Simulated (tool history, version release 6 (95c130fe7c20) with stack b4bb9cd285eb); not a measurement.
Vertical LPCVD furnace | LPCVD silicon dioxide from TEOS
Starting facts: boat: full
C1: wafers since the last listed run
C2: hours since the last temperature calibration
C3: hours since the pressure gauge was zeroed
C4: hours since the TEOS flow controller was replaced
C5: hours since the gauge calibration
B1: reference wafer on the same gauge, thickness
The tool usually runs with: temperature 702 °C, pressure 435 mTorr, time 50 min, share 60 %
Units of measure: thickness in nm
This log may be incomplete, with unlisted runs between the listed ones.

Run 1, hour 0: usual settings; C1 0; C2 964.1; C3 1205.2; C4 4739.3; C5 2500.9; B1 501.12. Result: thickness 481.95 nm.
Run 2, hour 57.9: usual settings; C1 1021; C2 1022; C3 1263.1; C4 4797.2; C5 2558.8; B1 501.73. Result: thickness 483.57 nm.
At hour 84.1: TEOS flow controller replaced.
Run 3, hour 128.2: usual settings but pressure 510 mTorr, time 57 min; C1 816; C2 1092.3; C3 1333.4; C4 44.1; C5 2629.1; B1 502.08. Result: thickness 595.23 nm.
Run 4, hour 175.7: usual settings but pressure 510 mTorr, time 57 min; C1 837; C2 1139.8; C3 1380.9; C4 91.6; C5 2676.6; B1 502.43. Result: thickness 597.85 nm.
At hour 181.8: gauge calibrated.
Run 5, hour 268.4: usual settings but pressure 510 mTorr, time 57 min; C1 1634; C2 1232.5; C3 1473.6; C4 184.3; C5 86.6; B1 490.85. Result: thickness 584.52 nm.
Run 6, hour 338.4: usual settings; C1 1234; C2 1302.5; C3 1543.6; C4 254.3; C5 156.6; B1 490.33. Result: thickness 473.08 nm.
At hour 386.2: pressure gauge zeroed.
Run 7, hour 409.3: usual settings but share 55 %; C1 827; C2 1373.4; C3 23.1; C4 325.2; C5 227.5; B1 490.64. Result: thickness 453.09 nm.
Run 8, hour 471.1: usual settings but share 55 %; C1 1089; C2 1435.2; C3 84.9; C4 387; C5 289.3; B1 490.96. Result: thickness 452.34 nm.
Run 9, hour 565.1: usual settings but pressure 375 mTorr, time 58.5 min; C1 1657; C2 1529.2; C3 178.9; C4 481; C5 383.3; B1 490.99. Result: thickness 513.68 nm.
Run 10, hour 606.3: usual settings but share 51 %; C1 726; C2 1570.4; C3 220.1; C4 522.2; C5 424.5; B1 491.22. Result: thickness 436.05 nm.
Run 11, hour 723.9: usual settings but temperature 698 °C, share 65 %; C1 2073; C2 1688; C3 337.7; C4 639.8; C5 542.1; B1 491.23. Result: thickness 446.29 nm.
Run 12, hour 796.7: usual settings but share 55 %; C1 1283; C2 1760.8; C3 410.5; C4 712.6; C5 614.9; B1 491.3. Result: thickness 451.3 nm.
Run 13, hour 896.3: usual settings; C1 1756; C2 1860.4; C3 510.1; C4 812.2; C5 714.5; B1 491.43. Result: thickness 472.76 nm.
Run 14, hour 999.5: usual settings but temperature 690 °C, share 63 %; C1 1819; C2 1963.6; C3 613.3; C4 915.4; C5 817.7; B1 492.3. Result: thickness 366.22 nm.
At hour 1027.5: thermocouples replaced and temperature profile calibrated.
Run 15, hour 1069.9: usual settings but time 67 min; C1 818; C2 42.4; C3 683.7; C4 985.8; C5 888.1; B1 491.69. Result: thickness 634.79 nm.
Run 16, hour 1113.9: usual settings but pressure 330 mTorr, time 37.5 min; C1 775; C2 86.4; C3 727.7; C4 1029.8; C5 932.1; B1 492.03. Result: thickness 311.02 nm.

What will run 17 give?
Run 17, hour 1219.8: usual settings but pressure 510 mTorr, time 57 min; C1 1867; C2 192.3; C3 833.6; C4 1135.7; C5 1038; B1 ?. Result: thickness ?.

Run 17 measured B1 492.55, thickness 587.72 nm.
The same run, on a tool lacking any hidden state, would have yielded thickness 586.11 nm.
